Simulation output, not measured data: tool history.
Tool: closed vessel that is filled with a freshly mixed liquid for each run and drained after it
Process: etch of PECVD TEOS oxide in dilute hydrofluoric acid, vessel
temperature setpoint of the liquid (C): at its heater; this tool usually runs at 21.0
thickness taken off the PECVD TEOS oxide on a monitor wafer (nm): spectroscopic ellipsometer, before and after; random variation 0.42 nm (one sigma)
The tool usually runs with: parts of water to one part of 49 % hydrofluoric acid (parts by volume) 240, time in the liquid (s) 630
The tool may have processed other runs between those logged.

run   hour  temperature setpoint of the liquid (C)  parts of water to one part of 49 % hydrofluoric acid (parts by volume)  time in the liquid (s)  wafers since the last listed run  hours since the thermometer was replaced  hours since the hydrofluoric acid flow meter was replaced  hours since the gauge calibration  read-back film thickness of the PECVD TEOS oxide reference wafer, read on the same gauge (nm)  thickness taken off the PECVD TEOS oxide on a monitor wafer (nm)
  1    0.0                                    21.0                                                                     240                     630                                 0                                    1063.6                                                      895.2                              497.5                                                                                         150.01                                                             52.76
  2   48.4                                    21.0                                                                     240                     630                              2336                                    1112.0                                                      943.6                              545.9                                                                                         150.00                                                             53.11
  3  116.9                                    21.0                                                                     240                     630                              3307                                    1180.5                                                     1012.1                              614.4                                                                                         149.99                                                             53.07
  4  185.5                                    19.0                                                                     240                     815                              3312                                    1249.1                                                     1080.7                              683.0                                                                                         150.01                                                             63.49
     229.9  -- gauge calibrated
  5  246.0                                    19.0                                                                     240                     815                              2920                                    1309.6                                                     1141.2                               16.1                                                                                         150.01                                                             63.81
  6  303.9                                    21.0                                                                     240                     630                              2795                                    1367.5                                                     1199.1                               74.0                                                                                         150.03                                                             54.88
  7  370.3                                    21.0                                                                     240                     630                              3205                                    1433.9                                                     1265.5                              140.4                                                                                         149.98                                                             53.81
  8  419.1                                    22.5                                                                     240                     630                              2356                                    1482.7                                                     1314.3                              189.2                                                                                         150.02                                                             57.31
  9  463.0                                    22.5                                                                     240                     630                              2119                                    1526.6                                                     1358.2                              233.1                                                                                         149.98                                                             57.94
 10  521.7                                    22.5                                                                     240                     630                              2834                                    1585.3                                                     1416.9                              291.8                                                                                         150.04                                                             56.91
 11  549.3                                    21.0                                                                     240                     630                              1332                                    1612.9                                                     1444.5                              319.4                                                                                         149.97                                                             54.97
 12  617.4                                    21.0                                                                     240                     630                              3287                                    1681.0                                                     1512.6                              387.5                                                                                         149.98                                                             54.64

What will run 13 give?
 13  686.6                                    18.0                                                                     240                     740                              3340                                    1750.2                                                     1581.8                              456.7                                                                                              ?                                                                 ?

For run 13 the tool returned read-back film thickness of the PECVD TEOS oxide reference wafer, read on the same gauge (nm) 149.97, thickness taken off the PECVD TEOS oxide on a monitor wafer (nm) 59.28.
Take away the tool's hidden state, keep the run-to-run variation as it was, and the same run would have given thickness taken off the PECVD TEOS oxide on a monitor wafer (nm) 52.65.
